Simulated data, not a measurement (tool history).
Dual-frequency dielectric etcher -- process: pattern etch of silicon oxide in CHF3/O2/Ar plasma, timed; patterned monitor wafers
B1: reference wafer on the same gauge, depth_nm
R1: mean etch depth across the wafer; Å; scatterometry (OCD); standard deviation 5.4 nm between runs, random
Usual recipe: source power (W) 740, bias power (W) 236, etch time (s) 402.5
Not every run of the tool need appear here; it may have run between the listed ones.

run 1 hour=0.0 | source_power_(W)=740 bias_power_(W)=236 etch_time_(s)=473.0 | B1=1011.3 | R1=10648
run 2 hour=98.1 | source_power_(W)=620 bias_power_(W)=236 etch_time_(s)=402.5 | B1=1011.4 | R1=8406
run 3 hour=198.4 | source_power_(W)=740 bias_power_(W)=236 etch_time_(s)=402.5 | B1=1012.6 | R1=8938
run 4 hour=302.2 | source_power_(W)=740 bias_power_(W)=236 etch_time_(s)=402.5 | B1=1009.7 | R1=8914
run 5 hour=353.9 | source_power_(W)=810 bias_power_(W)=180 etch_time_(s)=482.0 | B1=1011.4 | R1=9962
run 6 hour=458.2 | source_power_(W)=740 bias_power_(W)=194 etch_time_(s)=369.0 | B1=1011.6 | R1=7559
-- hour=507.5 wet clean of the chamber
run 7 hour=521.3 | source_power_(W)=680 bias_power_(W)=275 etch_time_(s)=402.5 | B1=1008.8 | R1=9319
-- hour=592.5 bias power generator calibrated
run 8 hour=601.2 | source_power_(W)=740 bias_power_(W)=181 etch_time_(s)=402.5 | B1=1011.8 | R1=8107
run 9 hour=651.7 | source_power_(W)=810 bias_power_(W)=236 etch_time_(s)=402.5 | B1=1013.1 | R1=9276
run 10 hour=702.6 | source_power_(W)=820 bias_power_(W)=192 etch_time_(s)=518.0 | B1=1010.1 | R1=10953
run 11 hour=755.4 | source_power_(W)=740 bias_power_(W)=198 etch_time_(s)=402.5 | B1=1009.8 | R1=8217
run 12 hour=820.5 | source_power_(W)=870 bias_power_(W)=269 etch_time_(s)=446.0 | B1=1010.4 | R1=11151
-- hour=854.4 upper electrode replaced
run 13 hour=878.0 | source_power_(W)=740 bias_power_(W)=236 etch_time_(s)=402.5 | B1=1012.1 | R1=8890
run 14 hour=945.5 | source_power_(W)=890 bias_power_(W)=220 etch_time_(s)=402.5 | B1=1010.3 | R1=9255
run 15 hour=1008.3 | source_power_(W)=740 bias_power_(W)=236 etch_time_(s)=402.5 | B1=1009.6 | R1=8896
run 16 hour=1079.1 | source_power_(W)=740 bias_power_(W)=217 etch_time_(s)=402.5 | B1=1011.7 | R1=8538
-- hour=1132.5 wet clean of the chamber
run 17 hour=1133.0 | source_power_(W)=890 bias_power_(W)=276 etch_time_(s)=514.0 | B1=1010.8 | R1=13015
run 18 hour=1210.1 | source_power_(W)=740 bias_power_(W)=287 etch_time_(s)=487.0 | B1=1011.5 | R1=11774
-- hour=1239.0 gauge calibrated
run 19 hour=1296.3 | source_power_(W)=740 bias_power_(W)=236 etch_time_(s)=348.5 | B1=1011.5 | R1=7692
run 20 hour=1354.4 | source_power_(W)=810 bias_power_(W)=236 etch_time_(s)=402.5 | B1=1010.0 | R1=9203
run 21 hour=1421.9 | source_power_(W)=740 bias_power_(W)=236 etch_time_(s)=402.5 | B1=1011.5 | R1=8946
run 22 hour=1528.3 | source_power_(W)=740 bias_power_(W)=213 etch_time_(s)=303.5 | B1=1010.7 | R1=6493
run 23 hour=1635.5 | source_power_(W)=810 bias_power_(W)=286 etch_time_(s)=282.5 | B1=1010.9 | R1=7093
run 24 hour=1682.0 | source_power_(W)=740 bias_power_(W)=236 etch_time_(s)=402.5 | B1=1011.9 | R1=8926
-- hour=1744.5 wet clean of the chamber
run 25 hour=1745.0 | source_power_(W)=740 bias_power_(W)=236 etch_time_(s)=402.5 | B1=1010.5 | R1=9017
run 26 hour=1813.5 | source_power_(W)=820 bias_power_(W)=282 etch_time_(s)=354.0 | B1=1009.3 | R1=8799
run 27 hour=1883.1 | source_power_(W)=870 bias_power_(W)=269 etch_time_(s)=446.0 | B1=1011.9 | R1=11024
run 28 hour=1960.9 | source_power_(W)=740 bias_power_(W)=270 etch_time_(s)=303.5 | B1=1010.9 | R1=7083
run 29 hour=2002.6 | source_power_(W)=740 bias_power_(W)=236 etch_time_(s)=402.5 | B1=1011.3 | R1=8820

5 options for the next run, each taken on its own from the tool as it stands now. Forecast them:
run A hour=2003.1 | source_power_(W)=740 bias_power_(W)=236 etch_time_(s)=402.5 | B1=? | R1=?
run B hour=2003.1 | source_power_(W)=900 bias_power_(W)=272 etch_time_(s)=479.0 | B1=? | R1=?
run C hour=2003.1 | source_power_(W)=910 bias_power_(W)=219 etch_time_(s)=462.0 | B1=? | R1=?
run D hour=2003.1 | source_power_(W)=610 bias_power_(W)=236 etch_time_(s)=402.5 | B1=? | R1=?
run E hour=2003.1 | source_power_(W)=790 bias_power_(W)=267 etch_time_(s)=402.5 | B1=? | R1=?

run=A B1=1011.4 R1=8930
run=B B1=1011.4 R1=12116
run=C B1=1011.4 R1=10725
run=D B1=1011.4 R1=8322
run=E B1=1011.4 R1=9632
What these runs would have given with no unlogged condition in the tool:
run=A R1=8930
run=B R1=12116
run=C R1=10725
run=D R1=8322
run=E R1=9632

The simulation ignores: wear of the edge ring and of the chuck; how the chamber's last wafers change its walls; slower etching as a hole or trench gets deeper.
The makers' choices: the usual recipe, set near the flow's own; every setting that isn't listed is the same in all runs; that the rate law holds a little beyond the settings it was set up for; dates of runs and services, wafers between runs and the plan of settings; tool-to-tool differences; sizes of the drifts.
